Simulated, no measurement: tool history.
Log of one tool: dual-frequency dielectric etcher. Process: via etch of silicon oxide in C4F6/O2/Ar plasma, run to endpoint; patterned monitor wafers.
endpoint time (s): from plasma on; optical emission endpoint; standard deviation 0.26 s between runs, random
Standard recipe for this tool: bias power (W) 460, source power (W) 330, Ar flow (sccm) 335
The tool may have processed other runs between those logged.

| run | hour | bias power (W) | source power (W) | Ar flow (sccm) | incoming incoming film thickness, nm | endpoint time (s) |
|---|---|---|---|---|---|---|
| 1 | 0 | 393 | 330 | 335 | 136.9 | 36.6 |
| 2 | 44.1 | 460 | 330 | 335 | 137.2 | 34.2 |
| 3 | 103.9 | 460 | 330 | 335 | 138.1 | 34.5 |
| 4 | 138.4 | 460 | 330 | 335 | 136.2 | 33.8 |
|  | 191.3 | wet clean of the chamber |
| 5 | 205.5 | 460 | 330 | 335 | 137.5 | 33.2 |
| 6 | 238.9 | 460 | 330 | 335 | 137.2 | 33.2 |
|  | 359.8 | wet clean of the chamber, repeated, since the last time left the tool worse |
|  | 387.8 | bias power generator calibrated |
| 7 | 444.8 | 460 | 330 | 335 | 136 | 34.7 |
| 8 | 476.9 | 460 | 330 | 335 | 137.4 | 35 |
|  | 491.4 | Ar flow controller replaced |
| 9 | 539.9 | 460 | 360 | 364 | 137.8 | 34 |
|  | 569.6 | source power generator calibrated |
| 10 | 611.7 | 501 | 330 | 335 | 137.9 | 33.8 |
|  | 659.9 | upper electrode replaced |
| 11 | 660.4 | 460 | 330 | 335 | 137.3 | 34.4 |
|  | 788.1 | wet clean of the chamber |
| 12 | 788.6 | 523 | 330 | 269 | 137 | 31.9 |
| 13 | 798.7 | 460 | 330 | 287 | 138.7 | 34.6 |
| 14 | 843.1 | 460 | 330 | 335 | 137.8 | 35.1 |
| 15 | 867.6 | 370 | 270 | 400 | 138.1 | 43.2 |

Predict each of these 4 candidate next runs independently; none follows another, all start after run 15:
| A | 868 | 460 | 330 | 283 | 137.1 | ? |
| B | 868 | 420 | 330 | 335 | 137.1 | ? |
| C | 868 | 460 | 260 | 413 | 137.1 | ? |
| D | 868 | 533 | 330 | 290 | 137.1 | ? |

| run | endpoint time (s) |
|---|---|
| A | 33.6 |
| B | 36 |
| C | 40.4 |
| D | 31.8 |
Stripped of hidden state, with their random variation kept, the same runs would have yielded:
| run | endpoint time (s) |
|---|---|
| A | 33.9 |
| B | 36.2 |
| C | 40.7 |
| D | 32 |

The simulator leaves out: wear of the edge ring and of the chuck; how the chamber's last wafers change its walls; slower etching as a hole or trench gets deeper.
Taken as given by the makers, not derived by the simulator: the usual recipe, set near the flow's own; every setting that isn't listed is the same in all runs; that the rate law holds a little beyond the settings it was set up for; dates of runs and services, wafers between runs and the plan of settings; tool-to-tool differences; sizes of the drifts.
